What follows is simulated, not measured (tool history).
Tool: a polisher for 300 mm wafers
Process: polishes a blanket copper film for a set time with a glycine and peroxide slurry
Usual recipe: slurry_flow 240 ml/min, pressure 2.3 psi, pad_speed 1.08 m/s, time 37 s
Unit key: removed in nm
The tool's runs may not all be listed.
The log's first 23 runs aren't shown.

run,hour,slurry_flow,pressure,pad_speed,time,"incoming thickness of the incoming film, nm",removed
24,267.2,240,3.0,1.08,37,1885.1,214.0
25,273.8,240,1.6,1.08,37,1898.0,128.7
26,286.3,240,2.3,1.08,26,1898.1,121.0
27,302.9,320,2.3,1.08,46,1887.2,220.4
28,309.2,295,2.3,1.32,37,1871.8,202.0
29,315.3,240,2.3,1.08,37,1877.4,170.7
30,322.8,240,2.3,1.08,32,1883.2,148.2
31,338.1,240,2.3,1.08,37,1900.7,170.4
32,354.9,305,2.3,1.08,37,1897.2,170.2
33,361.6,210,3.1,0.90,28,1905.8,142.0
34,370.5,265,2.3,1.08,33,1895.4,149.3
# hour 391.8: worn pad replaced by a new one
35,423.5,310,2.7,1.08,37,1880.0,206.6
36,440.2,240,2.3,1.08,37,1904.3,173.9

What if the next run were any one of these 5? Each begins from the tool's condition after run 36:
A,440.6,240,2.3,1.08,37,1908.3,?
B,440.6,240,2.3,0.96,37,1908.3,?
C,440.6,240,3.0,1.36,28,1908.3,?
D,440.6,275,2.3,1.08,37,1908.3,?
E,440.6,190,2.3,1.36,37,1908.3,?

run,removed
A,175.8
B,162.6
C,196.0
D,178.1
E,201.1
The same runs, with their run-to-run variation unchanged, on a tool lacking any hidden condition would have given:
run,removed
A,174.8
B,161.8
C,194.7
D,177.1
E,199.8
